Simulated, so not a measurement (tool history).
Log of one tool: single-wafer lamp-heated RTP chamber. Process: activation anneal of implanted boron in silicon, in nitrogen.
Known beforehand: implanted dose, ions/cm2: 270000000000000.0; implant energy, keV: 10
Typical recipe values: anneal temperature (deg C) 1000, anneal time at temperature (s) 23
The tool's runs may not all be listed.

run   hour  anneal temperature (deg C)  anneal time at temperature (s)  wafers since the last listed run  wafers since the last pyrometer calibration  wafers since the reflector plate was cleaned  hours since the gauge calibration  read-back reference wafer on the same gauge, sheet resistance  sheet resistance of the implanted and annealed layer (ohm/square)
  1    0.0                        1000                              33                                 0                                         1057                                          3677                              160.4                                                         333.00                                                             363.47
  2   10.1                        1000                              33                               179                                         1236                                          3856                              170.5                                                         333.12                                                             363.92
  3   24.8                        1000                              23                               260                                         1497                                          4117                              185.2                                                         332.87                                                             364.98
  4   42.0                        1000                              23                               304                                         1802                                          4422                              202.4                                                         333.02                                                             364.32
  5   55.1                        1000                              23                               232                                         2034                                          4654                              215.5                                                         332.92                                                             365.54
  6   62.4                        1000                              23                               129                                         2163                                          4783                              222.8                                                         333.04                                                             365.10
  7   74.6                        1008                              23                               216                                         2379                                          5000                              235.0                                                         332.85                                                             364.32
  8   92.4                        1000                              23                               315                                         2695                                          5315                              252.8                                                         333.04                                                             364.05
  9  108.1                        1000                              23                               278                                         2973                                          5594                              268.5                                                         332.95                                                             364.10
 10  124.6                         982                              23                               292                                         3266                                          5886                              285.0                                                         332.89                                                             368.83
 11  135.4                        1000                              23                               191                                         3457                                          6078                              295.8                                                         332.89                                                             364.58
 12  147.3                        1000                              23                               210                                         3668                                          6289                              307.7                                                         332.80                                                             365.46
     171.5  -- reflector plate cleaned
 13  172.0                        1016                              31                               296                                         3964                                             9                              332.4                                                         332.97                                                             361.36
 14  172.3                        1000                              23                                 5                                         3970                                            14                              332.7                                                         333.02                                                             365.15
     184.0  -- pyrometer window cleaned and pyrometer calibrated
 15  187.9                        1025                              33                               134                                           69                                           149                              348.3                                                         332.99                                                             361.44
 16  204.9                         989                              31                               301                                          370                                           450                              365.3                                                         333.04                                                             367.96

The next listed run, before its measurement:
     215.7  -- gauge calibrated
 17  217.2                         987                              15                               218                                          588                                           668                                1.5                                                              ?                                                                  ?

{"run 17": {"read-back reference wafer on the same gauge, sheet resistance": 333.06, "sheet resistance of the implanted and annealed layer (ohm/square)": 372.72}}
Without the tool's hidden state the same run would have given sheet resistance of the implanted and annealed layer (ohm/square) 374.73.
